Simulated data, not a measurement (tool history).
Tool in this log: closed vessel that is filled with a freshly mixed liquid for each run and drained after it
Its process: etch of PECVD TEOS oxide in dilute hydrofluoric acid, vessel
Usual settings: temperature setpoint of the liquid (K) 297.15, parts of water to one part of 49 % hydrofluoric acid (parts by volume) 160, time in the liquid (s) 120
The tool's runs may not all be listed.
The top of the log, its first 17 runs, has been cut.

run     day  temperature setpoint of the liquid (K)  parts of water to one part of 49 % hydrofluoric acid (parts by volume)  time in the liquid (s)  wafers since the last listed run  hours since the thermometer was replaced  hours since the hydrofluoric acid flow meter was replaced  hours since the gauge calibration  read-back film thickness of the PECVD TEOS oxide reference wafer, read on the same gauge (nm)  thickness taken off the PECVD TEOS oxide on a monitor wafer (Å)
 18  53.008                                  297.15                                                                     240                     120                              6630                                    1523.5                                                      685.7                               93.2                                                                                          30.01                                                            133.4
 19  55.383                                  297.15                                                                     160                     120                              5445                                    1580.5                                                      742.7                              150.2                                                                                          30.02                                                            217.3
 20  58.867                                  298.65                                                                     160                     180                              7987                                    1664.1                                                      826.3                              233.8                                                                                          29.97                                                            348.2
 21  61.654                                  297.15                                                                     125                     120                              6391                                    1731.0                                                      893.2                              300.7                                                                                          29.97                                                            296.6
     62.246  -- hydrofluoric acid flow meter replaced
 22  63.825                                  297.15                                                                     180                     120                              4882                                    1783.1                                                       37.9                              352.8                                                                                          30.01                                                            192.4
     64.804  -- thermometer replaced
 23  65.338                                  297.15                                                                     160                     120                              3372                                      12.8                                                       74.2                              389.1                                                                                          30.02                                                            201.4
 24  68.421                                  297.15                                                                     160                     120                              7070                                      86.8                                                      148.2                              463.1                                                                                          30.00                                                            202.8
 25  72.888                                  297.15                                                                     160                     120                             10242                                     194.0                                                      255.4                              570.3                                                                                          30.00                                                            202.4
 26  76.504                                  297.15                                                                     220                     120                              8292                                     280.8                                                      342.2                              657.1                                                                                          30.00                                                            138.2
 27  78.600                                  297.15                                                                     160                     120                              4805                                     331.1                                                      392.5                              707.4                                                                                          29.99                                                            205.6
 28  80.629                                  292.65                                                                      95                     120                              4652                                     379.8                                                      441.2                              756.1                                                                                          29.99                                                            310.6
 29  84.700                                  302.15                                                                     160                     185                              9334                                     477.5                                                      538.9                              853.8                                                                                          30.01                                                            378.7
 30  86.292                                  299.15                                                                     160                     185                              3649                                     515.7                                                      577.1                              892.0                                                                                          29.99                                                            346.5
 31  90.192                                  297.15                                                                     160                      80                              8942                                     609.3                                                      670.7                              985.6                                                                                          29.97                                                            136.5
 32  93.588                                  297.15                                                                      95                     155                              7786                                     690.8                                                      752.2                             1067.1                                                                                          30.00                                                            487.9
     94.529  -- hydrofluoric acid flow meter replaced
 33  97.925                                  300.15                                                                     120                      70                              9850                                     794.9                                                       81.5                             1171.2                                                                                          30.00                                                            191.3

4 options for the next run, each taken on its own from the tool as it stands now. Forecast them:
  A  97.954                                  301.65                                                                     160                     120                                66                                     795.6                                                       82.2                             1171.9                                                                                              ?                                                                ?
  B  97.954                                  300.15                                                                     195                      85                                66                                     795.6                                                       82.2                             1171.9                                                                                              ?                                                                ?
  C  97.954                                  297.15                                                                      85                     120                                66                                     795.6                                                       82.2                             1171.9                                                                                              ?                                                                ?
  D  97.954                                  297.15                                                                     215                     120                                66                                     795.6                                                       82.2                             1171.9                                                                                              ?                                                                ?

run  read-back film thickness of the PECVD TEOS oxide reference wafer, read on the same gauge (nm)  thickness taken off the PECVD TEOS oxide on a monitor wafer (Å)
  A                                                                                          29.98                                                            244.3
  B                                                                                          29.98                                                            128.9
  C                                                                                          29.98                                                            427.6
  D                                                                                          29.98                                                            145.0
The same runs, with their run-to-run variation unchanged, on a tool lacking any hidden condition would have given:
run  thickness taken off the PECVD TEOS oxide on a monitor wafer (Å)
  A                                                            233.5
  B                                                            123.3
  C                                                            406.6
  D                                                            138.5

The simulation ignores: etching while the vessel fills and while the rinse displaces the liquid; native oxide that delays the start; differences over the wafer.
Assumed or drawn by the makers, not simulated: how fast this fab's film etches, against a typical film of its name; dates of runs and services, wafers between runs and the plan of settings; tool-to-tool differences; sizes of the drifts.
